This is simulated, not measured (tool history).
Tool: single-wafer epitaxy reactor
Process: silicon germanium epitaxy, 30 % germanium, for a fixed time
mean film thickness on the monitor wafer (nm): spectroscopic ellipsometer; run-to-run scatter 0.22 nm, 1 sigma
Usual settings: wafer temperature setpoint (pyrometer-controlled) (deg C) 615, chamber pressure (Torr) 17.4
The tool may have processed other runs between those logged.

| run | hour | wafer temperature setpoint (pyrometer-controlled) (deg C) | chamber pressure (Torr) | wafers since the last listed run | hours since the last pyrometer calibration | hours since the last manometer calibration | hours since the showerhead was replaced | hours since the gauge calibration | read-back reference wafer on the same gauge, thickness_nm | mean film thickness on the monitor wafer (nm) |
|---|---|---|---|---|---|---|---|---|---|---|
| 1 | 0 | 615 | 17.4 | 0 | 1827.8 | 773.5 | 3640.8 | 137.7 | 55.537 | 72.912 |
| 2 | 15.9 | 615 | 17.4 | 301 | 1843.7 | 789.4 | 3656.7 | 153.6 | 55.486 | 72.8 |
| 3 | 27.9 | 615 | 17.4 | 227 | 1855.7 | 801.4 | 3668.7 | 165.6 | 55.48 | 73.137 |
| 4 | 37.6 | 615 | 17.4 | 184 | 1865.4 | 811.1 | 3678.4 | 175.3 | 55.485 | 73.042 |
| 5 | 44.4 | 615 | 17.4 | 129 | 1872.2 | 817.9 | 3685.2 | 182.1 | 55.491 | 73.005 |
| 6 | 59.3 | 615 | 17.4 | 282 | 1887.1 | 832.8 | 3700.1 | 197 | 55.483 | 72.85 |
| 7 | 66.9 | 626 | 14 | 144 | 1894.7 | 840.4 | 3707.7 | 204.6 | 55.485 | 78.41 |
| 8 | 79.8 | 626 | 14 | 244 | 1907.6 | 853.3 | 3720.6 | 217.5 | 55.496 | 78.019 |
| 9 | 86.5 | 626 | 14 | 127 | 1914.3 | 860 | 3727.3 | 224.2 | 55.518 | 77.955 |
|  | 97.6 | pyrometer calibrated |
| 10 | 98.1 | 615 | 17.4 | 68 | 0.5 | 871.6 | 3738.9 | 235.8 | 55.466 | 66.711 |
| 11 | 112.7 | 615 | 17.4 | 277 | 15.1 | 886.2 | 3753.5 | 250.4 | 55.485 | 66.858 |
|  | 123.6 | showerhead replaced |
| 12 | 130.1 | 615 | 17.4 | 178 | 32.5 | 903.6 | 6.5 | 267.8 | 55.5 | 67.045 |
| 13 | 145.8 | 603 | 17.4 | 297 | 48.2 | 919.3 | 22.2 | 283.5 | 55.453 | 55.638 |
| 14 | 160.1 | 624 | 14.9 | 271 | 62.5 | 933.6 | 36.5 | 297.8 | 55.496 | 71.495 |
| 15 | 176.8 | 620 | 14.3 | 316 | 79.2 | 950.3 | 53.2 | 314.5 | 55.485 | 66.398 |
|  | 186.8 | capacitance manometer re-zeroed and calibrated |
| 16 | 191 | 615 | 17.4 | 117 | 93.4 | 4.2 | 67.4 | 328.7 | 55.478 | 67.319 |
| 17 | 203.3 | 604 | 13.2 | 233 | 105.7 | 16.5 | 79.7 | 341 | 55.482 | 50.005 |
| 18 | 210.1 | 624 | 14.2 | 129 | 112.5 | 23.3 | 86.5 | 347.8 | 55.474 | 70.28 |
| 19 | 218 | 605 | 20.9 | 149 | 120.4 | 31.2 | 94.4 | 355.7 | 55.514 | 63.081 |
| 20 | 231.3 | 615 | 17.4 | 252 | 133.7 | 44.5 | 107.7 | 369 | 55.492 | 67.87 |
|  | 243.5 | gauge calibrated |
| 21 | 247.3 | 620 | 19.7 | 303 | 149.7 | 60.5 | 123.7 | 3.8 | 55.489 | 77.486 |
| 22 | 260.1 | 600 | 19.7 | 242 | 162.5 | 73.3 | 136.5 | 16.6 | 55.5 | 56.779 |
| 23 | 275.9 | 626 | 14.3 | 299 | 178.3 | 89.1 | 152.3 | 32.4 | 55.487 | 73.566 |
| 24 | 289.1 | 615 | 17.4 | 250 | 191.5 | 102.3 | 165.5 | 45.6 | 55.445 | 68.324 |
| 25 | 303.6 | 615 | 17.4 | 275 | 206 | 116.8 | 180 | 60.1 | 55.493 | 68.363 |
| 26 | 315.8 | 615 | 17.4 | 231 | 218.2 | 129 | 192.2 | 72.3 | 55.523 | 68.585 |

Forecast each of these 4 alternatives for the next run:
| A | 316.2 | 615 | 19 | 7 | 218.6 | 129.4 | 192.6 | 72.7 | ? | ? |
| B | 316.2 | 630 | 15.4 | 7 | 218.6 | 129.4 | 192.6 | 72.7 | ? | ? |
| C | 316.2 | 604 | 18.5 | 7 | 218.6 | 129.4 | 192.6 | 72.7 | ? | ? |
| D | 316.2 | 621 | 19.5 | 7 | 218.6 | 129.4 | 192.6 | 72.7 | ? | ? |

| run | read-back reference wafer on the same gauge, thickness_nm | mean film thickness on the monitor wafer (nm) |
|---|---|---|
| A | 55.533 | 71.535 |
| B | 55.533 | 81.695 |
| C | 55.533 | 59.505 |
| D | 55.533 | 79.375 |
With the hidden condition removed and each run's random variation left untouched, the same runs would have given:
| run | mean film thickness on the monitor wafer (nm) |
|---|---|
| A | 69.418 |
| B | 79.346 |
| C | 57.704 |
| D | 77.052 |
